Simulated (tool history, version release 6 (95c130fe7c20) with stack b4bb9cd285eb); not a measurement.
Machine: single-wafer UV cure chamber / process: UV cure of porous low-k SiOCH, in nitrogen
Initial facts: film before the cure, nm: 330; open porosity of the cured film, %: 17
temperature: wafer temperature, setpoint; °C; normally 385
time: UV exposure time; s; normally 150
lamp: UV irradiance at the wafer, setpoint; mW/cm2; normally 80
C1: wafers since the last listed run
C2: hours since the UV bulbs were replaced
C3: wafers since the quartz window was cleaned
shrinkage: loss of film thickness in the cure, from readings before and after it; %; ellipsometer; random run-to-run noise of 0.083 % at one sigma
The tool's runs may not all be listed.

Run 1, hour 0: usual settings; C1 0; C2 2171.7; C3 362. Result: shrinkage 8.02 %.
Run 2, hour 15: usual settings; C1 86; C2 2186.7; C3 448. Result: shrinkage 7.932 %.
Run 3, hour 41.5: usual settings; C1 152; C2 2213.2; C3 601. Result: shrinkage 7.76 %.
Run 4, hour 65.8: usual settings; C1 140; C2 2237.5; C3 741. Result: shrinkage 7.733 %.
Run 5, hour 92.4: usual settings; C1 153; C2 2264.1; C3 894. Result: shrinkage 7.508 %.
Run 6, hour 112.7: usual settings; C1 116; C2 2284.4; C3 1011. Result: shrinkage 7.794 %.
Run 7, hour 138.9: usual settings; C1 150; C2 2310.6; C3 1162. Result: shrinkage 7.447 %.
Run 8, hour 156.2: usual settings; C1 99; C2 2327.9; C3 1262. Result: shrinkage 7.345 %.
Run 9, hour 176.9: usual settings but lamp 103 mW/cm2; C1 119; C2 2348.6; C3 1381. Result: shrinkage 8.336 %.
Run 10, hour 207.1: usual settings but time 110 s, lamp 48 mW/cm2; C1 174; C2 2378.8; C3 1555. Result: shrinkage 4.218 %.
Run 11, hour 219.7: usual settings but temperature 402 °C, time 220 s, lamp 95 mW/cm2; C1 72; C2 2391.4; C3 1628. Result: shrinkage 9.707 %.
Run 12, hour 251.7: usual settings but temperature 393 °C, time 175 s, lamp 107 mW/cm2; C1 184; C2 2423.4; C3 1812. Result: shrinkage 8.816 %.
At hour 269: quartz window cleaned.
At hour 291.1: UV bulbs replaced.
Run 13, hour 300.7: usual settings; C1 190; C2 9.6; C3 136. Result: shrinkage 7.932 %.
Run 14, hour 329: usual settings but temperature 404 °C; C1 163; C2 37.9; C3 299. Result: shrinkage 8.258 %.
Run 15, hour 344: usual settings but temperature 374 °C, time 225 s, lamp 91 mW/cm2; C1 86; C2 52.9; C3 386. Result: shrinkage 9.733 %.
Run 16, hour 375: usual settings but time 225 s, lamp 108 mW/cm2; C1 178; C2 83.9; C3 564. Result: shrinkage 10.712 %.

Forecast each of these 4 alternatives for the next run:
Run A, hour 375.5: usual settings; C1 2; C2 84.4; C3 567. Result: shrinkage ?.
Run B, hour 375.5: usual settings but time 70 s, lamp 43 mW/cm2; C1 2; C2 84.4; C3 567. Result: shrinkage ?.
Run C, hour 375.5: usual settings but time 235 s, lamp 94 mW/cm2; C1 2; C2 84.4; C3 567. Result: shrinkage ?.
Run D, hour 375.5: usual settings but temperature 404 °C, lamp 52 mW/cm2; C1 2; C2 84.4; C3 567. Result: shrinkage ?.

run  shrinkage
  A      7.773
  B      3.154
  C     10.273
  D      6.409
Stripped of hidden state, with their random variation kept, the same runs would have yielded:
run  shrinkage
  A      7.945
  B      3.265
  C     10.459
  D      6.571
